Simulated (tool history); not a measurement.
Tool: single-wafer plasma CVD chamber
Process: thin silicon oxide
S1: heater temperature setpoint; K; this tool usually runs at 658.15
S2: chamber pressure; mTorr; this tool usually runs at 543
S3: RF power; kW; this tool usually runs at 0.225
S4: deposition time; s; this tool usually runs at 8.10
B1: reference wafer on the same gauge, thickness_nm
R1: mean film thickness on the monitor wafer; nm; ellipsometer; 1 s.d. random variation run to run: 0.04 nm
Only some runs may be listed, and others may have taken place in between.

| run | day | S1 | S2 | S3 | S4 | B1 | R1 |
|---|---|---|---|---|---|---|---|
| 1 | 0.000 | 658.15 | 543 | 0.225 | 8.10 | 7.933 | 8.132 |
| 2 | 0.642 | 658.15 | 543 | 0.225 | 8.10 | 7.938 | 8.204 |
| 3 | 1.167 | 658.15 | 543 | 0.225 | 8.10 | 7.942 | 8.166 |
| 4 | 1.767 | 658.15 | 543 | 0.225 | 8.10 | 7.916 | 8.145 |
| 5 | 2.171 | 658.15 | 543 | 0.225 | 8.10 | 7.921 | 8.108 |
| 6 | 3.367 | 658.15 | 543 | 0.225 | 8.10 | 7.926 | 8.154 |
|  | 4.404 | showerhead replaced |
| 7 | 4.425 | 658.15 | 543 | 0.225 | 8.10 | 7.928 | 8.116 |
| 8 | 4.825 | 658.15 | 543 | 0.225 | 8.10 | 7.916 | 8.087 |
| 9 | 5.217 | 658.15 | 543 | 0.225 | 8.10 | 7.942 | 8.121 |
| 10 | 5.692 | 658.15 | 660 | 0.195 | 6.96 | 7.934 | 7.902 |
| 11 | 6.033 | 658.15 | 543 | 0.225 | 8.10 | 7.923 | 8.047 |
|  | 6.700 | RF generator calibrated |
| 12 | 6.746 | 651.15 | 649 | 0.235 | 7.26 | 7.928 | 9.307 |
| 13 | 7.308 | 658.15 | 543 | 0.225 | 7.68 | 7.938 | 7.928 |
|  | 7.700 | gauge calibrated |
|  | 7.883 | thermocouple changed; heater temperature recalibrated |
| 14 | 7.904 | 658.15 | 543 | 0.245 | 8.10 | 7.921 | 8.715 |
| 15 | 8.521 | 646.15 | 543 | 0.225 | 8.10 | 7.937 | 8.489 |
|  | 9.079 | capacitance manometer re-zeroed and calibrated |
| 16 | 9.100 | 673.15 | 543 | 0.185 | 6.89 | 7.934 | 6.896 |
| 17 | 9.454 | 658.15 | 414 | 0.225 | 8.10 | 7.921 | 6.837 |
| 18 | 9.904 | 658.15 | 543 | 0.225 | 8.10 | 7.930 | 9.050 |
| 19 | 10.492 | 658.15 | 543 | 0.225 | 8.10 | 7.931 | 8.977 |
| 20 | 11.042 | 668.15 | 487 | 0.240 | 6.80 | 7.934 | 6.913 |
| 21 | 11.708 | 673.15 | 478 | 0.210 | 9.45 | 7.919 | 8.922 |
| 22 | 12.367 | 658.15 | 543 | 0.225 | 9.54 | 7.916 | 10.550 |
| 23 | 12.921 | 658.15 | 543 | 0.225 | 8.10 | 7.943 | 8.893 |
| 24 | 13.533 | 658.15 | 543 | 0.225 | 8.10 | 7.919 | 8.928 |
| 25 | 13.792 | 658.15 | 479 | 0.225 | 6.89 | 7.924 | 6.759 |
| 26 | 14.479 | 673.15 | 661 | 0.205 | 9.50 | 7.935 | 12.059 |
| 27 | 15.200 | 658.15 | 543 | 0.265 | 8.79 | 7.930 | 10.446 |
| 28 | 15.646 | 658.15 | 605 | 0.225 | 7.23 | 7.924 | 8.828 |
| 29 | 15.967 | 658.15 | 601 | 0.240 | 8.10 | 7.926 | 10.067 |
| 30 | 16.638 | 644.15 | 543 | 0.225 | 8.10 | 7.933 | 8.910 |

What would each run have given without the hidden state, its run-to-run variation left as it was?
The tool's hidden condition here consists of: wafer temperature above the value expected at the setpoint (K); delivered RF power above the setpoint (%); true pressure above the setpoint (%); gauge reads high (%).
| run | R1 |
|---|---|
| 1 | 9.025 |
| 2 | 9.118 |
| 3 | 9.085 |
| 4 | 9.073 |
| 5 | 9.039 |
| 6 | 9.113 |
| 7 | 9.090 |
| 8 | 9.065 |
| 9 | 9.112 |
| 10 | 8.871 |
| 11 | 9.043 |
| 12 | 10.002 |
| 13 | 8.551 |
| 14 | 9.411 |
| 15 | 9.177 |
| 16 | 6.965 |
| 17 | 6.911 |
| 18 | 9.151 |
| 19 | 9.087 |
| 20 | 7.005 |
| 21 | 9.056 |
| 22 | 10.717 |
| 23 | 9.043 |
| 24 | 9.089 |
| 25 | 6.884 |
| 26 | 12.301 |
| 27 | 10.663 |
| 28 | 9.019 |
| 29 | 10.291 |
| 30 | 9.124 |
